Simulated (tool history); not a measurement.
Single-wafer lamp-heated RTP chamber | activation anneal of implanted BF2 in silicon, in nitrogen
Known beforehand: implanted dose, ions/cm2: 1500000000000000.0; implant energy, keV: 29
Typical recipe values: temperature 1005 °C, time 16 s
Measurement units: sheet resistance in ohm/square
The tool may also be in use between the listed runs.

run,hour,temperature,time,wafers since the last listed run,wafers since the last pyrometer calibration,wafers since the reflector plate was cleaned,hours since the gauge calibration,"read-back reference wafer on the same gauge, sheet resistance",sheet resistance
1,0,1005,16,0,541,7359,227.8,156.07,129.55
2,6,1005,16,67,608,7427,233.8,155.93,130.41
3,20.4,1005,16,161,770,7589,248.2,155.99,128.76
4,31.9,1005,16,129,900,7718,259.7,155.97,129.82
5,48.6,1005,16,187,1087,7906,276.4,156.08,129.48
6,62.2,1012,16,152,1240,8059,290,156.15,123.29
7,71,1012,16,98,1339,8158,298.8,156.04,122.31
8,78.2,1012,16,80,1420,8239,306,156.05,123.17
9,95.3,1005,9,192,1613,8431,323.1,156.07,135.91
# hour 96.2: gauge calibrated
10,104.7,1005,9,105,1718,8537,8.5,156.1,137.26
11,122.7,1005,22,202,1921,8739,26.5,156.22,123.21
12,130.1,1016,22,83,2004,8823,33.9,156.23,113.89
13,144.2,1023,16,158,2162,8981,48,155.82,114.71
14,153.9,1005,16,109,2272,9090,57.7,156.1,126.92
15,165.5,1005,9,130,2402,9221,69.3,155.97,135.55
# hour 183.4: pyrometer window cleaned and pyrometer calibrated
16,183.9,1005,7,116,6,9338,87.7,156.01,134.91
17,187.4,988,8,39,45,9377,91.2,156,146
18,200.8,994,8,150,196,9528,104.6,156.08,140.87
19,209.4,993,7,96,292,9624,113.2,156.06,143.04
# hour 234.2: reflector plate cleaned
# hour 252.8: pyrometer window cleaned and pyrometer calibrated, repeated, since the last time left the tool worse
20,263.4,980,14,427,119,238,167.2,156.17,158.32
21,276.3,1005,16,145,264,383,180.1,156.04,131.31
22,294.2,1005,16,201,466,584,198,156.14,130.37

For some of the steps in sheet resistance from one run to the next: how much would appear even if the tool had no hidden state, given the settings, what came in and random variation, and how much remains for the hidden state plus any gauge scatter that the measured result and the result without hidden state don't share?
The tool's hidden condition here consists of: true wafer temperature minus pyrometer reading, K; wafer temperature error from the tarnished reflector plate, K; gauge reads high (%).
Run 15 -> 16: time 9 -> 7, pyrometer window cleaned and pyrometer calibrated. sheet resistance -0.64 ohm/square: hidden state -4.04, all else +3.4.
Run 19 -> 20: temperature 993 -> 980, time 7 -> 14, reflector plate cleaned, pyrometer window cleaned and pyrometer calibrated, repeated, since the last time left the tool worse. sheet resistance +15.28 ohm/square: hidden state +10.18, all else +5.1.
Run 20 -> 21: temperature 980 -> 1005, time 14 -> 16. sheet resistance -27.01 ohm/square: hidden state -0.19, all else -26.82.

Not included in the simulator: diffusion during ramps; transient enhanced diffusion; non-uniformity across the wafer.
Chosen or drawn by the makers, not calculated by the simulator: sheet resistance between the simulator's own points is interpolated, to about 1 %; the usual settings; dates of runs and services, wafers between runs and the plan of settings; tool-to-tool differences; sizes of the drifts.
